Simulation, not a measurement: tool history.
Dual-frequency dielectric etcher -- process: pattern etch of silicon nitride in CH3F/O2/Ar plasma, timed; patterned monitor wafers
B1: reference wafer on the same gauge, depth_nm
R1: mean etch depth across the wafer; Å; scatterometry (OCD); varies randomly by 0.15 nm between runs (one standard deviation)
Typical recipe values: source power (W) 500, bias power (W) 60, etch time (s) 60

run 1 hour=0 | source_power_(W)=500 bias_power_(W)=60 etch_time_(s)=60 | B1=39.8 | R1=431.3
run 2 hour=88.2 | source_power_(W)=500 bias_power_(W)=60 etch_time_(s)=60 | B1=39.79 | R1=434.7
run 3 hour=141.8 | source_power_(W)=500 bias_power_(W)=60 etch_time_(s)=60 | B1=39.77 | R1=437.1
run 4 hour=249 | source_power_(W)=500 bias_power_(W)=60 etch_time_(s)=60 | B1=39.79 | R1=445.5
-- hour=295.4 wet clean of the chamber
run 5 hour=319.7 | source_power_(W)=500 bias_power_(W)=60 etch_time_(s)=66.5 | B1=39.82 | R1=478.5
run 6 hour=505.9 | source_power_(W)=500 bias_power_(W)=60 etch_time_(s)=60 | B1=39.84 | R1=437.1
run 7 hour=597.7 | source_power_(W)=500 bias_power_(W)=60 etch_time_(s)=60 | B1=39.8 | R1=443.7
-- hour=696.6 wet clean of the chamber
run 8 hour=697.1 | source_power_(W)=500 bias_power_(W)=60 etch_time_(s)=60 | B1=39.8 | R1=425.9
run 9 hour=750.5 | source_power_(W)=500 bias_power_(W)=60 etch_time_(s)=60 | B1=39.81 | R1=431.3
-- hour=771.4 gauge calibrated
run 10 hour=819.4 | source_power_(W)=500 bias_power_(W)=60 etch_time_(s)=60 | B1=39.82 | R1=432.3
run 11 hour=875.2 | source_power_(W)=590 bias_power_(W)=60 etch_time_(s)=60 | B1=39.76 | R1=455
-- hour=949.1 bias power generator calibrated
run 12 hour=973.5 | source_power_(W)=590 bias_power_(W)=60 etch_time_(s)=60 | B1=39.81 | R1=459.2
-- hour=1019.2 upper electrode replaced, of another model than before
run 13 hour=1019.7 | source_power_(W)=620 bias_power_(W)=60 etch_time_(s)=60 | B1=39.79 | R1=476.7
run 14 hour=1110.2 | source_power_(W)=500 bias_power_(W)=47 etch_time_(s)=60 | B1=39.81 | R1=367.8
-- hour=1135 wet clean of the chamber
run 15 hour=1202 | source_power_(W)=450 bias_power_(W)=60 etch_time_(s)=75.5 | B1=39.79 | R1=522.8
run 16 hour=1279.2 | source_power_(W)=440 bias_power_(W)=60 etch_time_(s)=49 | B1=39.83 | R1=337.9
-- hour=1325.9 source power generator calibrated
run 17 hour=1355.7 | source_power_(W)=450 bias_power_(W)=54 etch_time_(s)=76.5 | B1=39.81 | R1=494
run 18 hour=1458.5 | source_power_(W)=500 bias_power_(W)=60 etch_time_(s)=60 | B1=39.82 | R1=443
-- hour=1595.9 wet clean of the chamber
run 19 hour=1744.7 | source_power_(W)=500 bias_power_(W)=60 etch_time_(s)=60 | B1=39.82 | R1=432.4
run 20 hour=1792.1 | source_power_(W)=600 bias_power_(W)=60 etch_time_(s)=50.5 | B1=39.81 | R1=388.9
run 21 hour=1845.8 | source_power_(W)=500 bias_power_(W)=65 etch_time_(s)=69 | B1=39.77 | R1=526.7
run 22 hour=1912.9 | source_power_(W)=470 bias_power_(W)=50 etch_time_(s)=60 | B1=39.78 | R1=373.4
-- hour=1943.6 wet clean of the chamber
run 23 hour=1970.3 | source_power_(W)=500 bias_power_(W)=60 etch_time_(s)=60 | B1=39.82 | R1=426.9
run 24 hour=2025.6 | source_power_(W)=590 bias_power_(W)=60 etch_time_(s)=60 | B1=39.83 | R1=456

4 ways to go on from here, each from the tool as it stands after run 24. What would each give?
run A hour=2026 | source_power_(W)=500 bias_power_(W)=60 etch_time_(s)=72.5 | B1=? | R1=?
run B hour=2026 | source_power_(W)=440 bias_power_(W)=69 etch_time_(s)=48 | B1=? | R1=?
run C hour=2026 | source_power_(W)=410 bias_power_(W)=48 etch_time_(s)=68 | B1=? | R1=?
run D hour=2026 | source_power_(W)=590 bias_power_(W)=68 etch_time_(s)=45.5 | B1=? | R1=?

run=A B1=39.78 R1=520.9
run=B B1=39.78 R1=363.3
run=C B1=39.78 R1=381.8
run=D B1=39.78 R1=377.5
The same runs, with their run-to-run variation unchanged, on a tool lacking any hidden condition would have given:
run=A R1=517.2
run=B R1=360.8
run=C R1=379.2
run=D R1=374.9

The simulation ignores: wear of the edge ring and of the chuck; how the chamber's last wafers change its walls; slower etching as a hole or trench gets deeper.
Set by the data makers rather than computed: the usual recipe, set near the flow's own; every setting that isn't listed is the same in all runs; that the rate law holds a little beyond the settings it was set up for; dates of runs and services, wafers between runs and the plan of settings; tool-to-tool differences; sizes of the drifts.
